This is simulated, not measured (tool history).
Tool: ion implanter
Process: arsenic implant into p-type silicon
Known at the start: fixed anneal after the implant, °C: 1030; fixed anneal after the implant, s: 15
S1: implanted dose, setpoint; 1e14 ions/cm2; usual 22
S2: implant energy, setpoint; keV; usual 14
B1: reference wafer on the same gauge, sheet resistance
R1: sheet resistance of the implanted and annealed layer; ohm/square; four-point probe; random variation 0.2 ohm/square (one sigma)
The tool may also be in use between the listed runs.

{"run": 1, "hour": 0.0, "S1": 16.82, "S2": 14, "B1": 113.01, "R1": 111.06}
{"run": 2, "hour": 19.8, "S1": 16.82, "S2": 14, "B1": 112.98, "R1": 111.07}
{"run": 3, "hour": 42.3, "S1": 16.82, "S2": 14, "B1": 112.99, "R1": 110.91}
{"run": 4, "hour": 55.1, "S1": 22, "S2": 14, "B1": 113.04, "R1": 104.35}
{"run": 5, "hour": 67.1, "S1": 22, "S2": 14, "B1": 112.99, "R1": 104.18}
{"run": 6, "hour": 88.9, "S1": 22, "S2": 14, "B1": 113.04, "R1": 104.93}
{"run": 7, "hour": 102.2, "S1": 22, "S2": 14, "B1": 112.98, "R1": 104.21}
{"run": 8, "hour": 131.7, "S1": 22, "S2": 14, "B1": 113.04, "R1": 104.83}
{"run": 9, "hour": 153.1, "S1": 22, "S2": 14, "B1": 113, "R1": 104.48}
{"run": 10, "hour": 180.2, "S1": 22, "S2": 14, "B1": 112.99, "R1": 104.64}
{"run": 11, "hour": 200.4, "S1": 22, "S2": 14, "B1": 113, "R1": 104.58}
{"run": 12, "hour": 221.1, "S1": 22, "S2": 14, "B1": 112.93, "R1": 104.45}
{"run": 13, "hour": 245.9, "S1": 22, "S2": 14, "B1": 113, "R1": 104.88}
{"run": 14, "hour": 274.3, "S1": 22, "S2": 14, "B1": 112.91, "R1": 104.75}
{"run": 15, "hour": 297.3, "S1": 22, "S2": 16, "B1": 112.99, "R1": 101.38}
{"run": 16, "hour": 321.8, "S1": 22, "S2": 16, "B1": 113.04, "R1": 101.47}
{"run": 17, "hour": 346.4, "S1": 22, "S2": 16, "B1": 112.99, "R1": 101.73}
{"hour": 412.0, "done": "extraction supply calibrated"}
{"run": 18, "hour": 445.9, "S1": 22, "S2": 14, "B1": 112.96, "R1": 104.37}
{"run": 19, "hour": 475.5, "S1": 22, "S2": 14, "B1": 113.02, "R1": 104.69}
{"run": 20, "hour": 510.8, "S1": 22, "S2": 14, "B1": 113.01, "R1": 104.58}
{"run": 21, "hour": 540.4, "S1": 18.88, "S2": 10, "B1": 113.02, "R1": 113.91}
{"run": 22, "hour": 555.6, "S1": 24.22, "S2": 14, "B1": 113.06, "R1": 102.92}
{"hour": 610.0, "done": "Faraday cup replaced and dose calibrated"}
{"run": 23, "hour": 618.9, "S1": 16.9, "S2": 11, "B1": 112.97, "R1": 114.55}
{"run": 24, "hour": 643.2, "S1": 22, "S2": 14, "B1": 112.98, "R1": 104.16}
{"hour": 664.9, "done": "gauge calibrated"}
{"run": 25, "hour": 668.2, "S1": 17.71, "S2": 18.5, "B1": 113.03, "R1": 102.81}
{"run": 26, "hour": 692.6, "S1": 16.32, "S2": 17, "B1": 113.03, "R1": 107.4}
{"run": 27, "hour": 726.5, "S1": 18.1, "S2": 11, "B1": 113, "R1": 113.21}
{"run": 28, "hour": 763.5, "S1": 16.82, "S2": 14, "B1": 112.95, "R1": 110.91}
{"run": 29, "hour": 835.3, "S1": 27.3, "S2": 18.5, "B1": 113, "R1": 94.07}
{"run": 30, "hour": 848.0, "S1": 22, "S2": 14, "B1": 112.93, "R1": 104.31}
{"run": 31, "hour": 871.3, "S1": 23.87, "S2": 11.5, "B1": 112.96, "R1": 106.3}

Forecast run 32:
{"run": 32, "hour": 902.3, "S1": 18.7, "S2": 17.5, "B1": "?", "R1": "?"}

Run 32 gave B1 113.01, R1 102.96 ohm/square.
Without the tool's hidden state the same run would have given R1 102.18 ohm/square.

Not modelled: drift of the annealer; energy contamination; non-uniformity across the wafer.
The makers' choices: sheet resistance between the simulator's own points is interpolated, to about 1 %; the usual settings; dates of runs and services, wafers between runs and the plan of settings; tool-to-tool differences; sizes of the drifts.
